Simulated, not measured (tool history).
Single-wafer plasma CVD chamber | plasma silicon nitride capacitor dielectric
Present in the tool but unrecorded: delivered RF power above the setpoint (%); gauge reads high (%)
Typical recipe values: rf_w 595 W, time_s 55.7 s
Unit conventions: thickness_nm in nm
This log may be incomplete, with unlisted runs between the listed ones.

run	hour	rf_w	time_s	wafers since the last listed run	hours since the last RF generator calibration	hours since the showerhead was replaced	hours since the gauge calibration	read-back reference wafer on the same gauge, thickness_nm	thickness_nm
1	0.0	595	55.7	0	1937.5	3946.2	93.0	68.409	84.797
2	31.7	595	55.7	655	1969.2	3977.9	124.7	68.403	84.727
3	61.3	620	55.7	612	1998.8	4007.5	154.3	68.404	85.556
4	80.8	595	55.7	403	2018.3	4027.0	173.8	68.411	84.843
5	96.5	595	55.7	324	2034.0	4042.7	189.5	68.356	84.886
6	127.2	595	55.7	634	2064.7	4073.4	220.2	68.385	84.578
7	151.4	595	55.7	500	2088.9	4097.6	244.4	68.387	84.439
# hour 164.1: showerhead replaced
8	181.5	595	55.7	456	2119.0	17.4	274.5	68.431	84.883
9	198.1	595	55.7	343	2135.6	34.0	291.1	68.403	84.830
10	228.6	480	48.2	630	2166.1	64.5	321.6	68.418	69.233
11	261.1	485	59.3	671	2198.6	97.0	354.1	68.365	85.576
12	281.0	595	44.9	411	2218.5	116.9	374.0	68.401	68.164
13	296.6	595	55.7	322	2234.1	132.5	389.6	68.380	84.615
# hour 304.4: gauge calibrated
14	315.8	595	66.8	396	2253.3	151.7	11.4	68.437	101.605
# hour 326.0: RF generator calibrated
15	348.8	660	62.1	516	22.8	184.7	44.4	68.378	97.271
16	363.9	660	55.7	312	37.9	199.8	59.5	68.402	86.932
17	386.8	595	61.1	473	60.8	222.7	82.4	68.420	92.825
18	414.3	690	63.5	568	88.3	250.2	109.9	68.422	100.300

What if the next run were any one of these 5? Each begins from the tool's condition after run 18:
A	414.7	595	55.7	8	88.7	250.6	110.3	?	?
B	414.7	540	55.7	8	88.7	250.6	110.3	?	?
C	414.7	560	66.2	8	88.7	250.6	110.3	?	?
D	414.7	595	48.2	8	88.7	250.6	110.3	?	?
E	414.7	650	60.2	8	88.7	250.6	110.3	?	?

run	read-back reference wafer on the same gauge, thickness_nm	thickness_nm
A	68.404	84.676
B	68.404	82.539
C	68.404	99.040
D	68.404	73.275
E	68.404	93.699
Without the tool's hidden state the same runs would have given:
run	thickness_nm
A	84.676
B	82.539
C	99.040
D	73.275
E	93.699
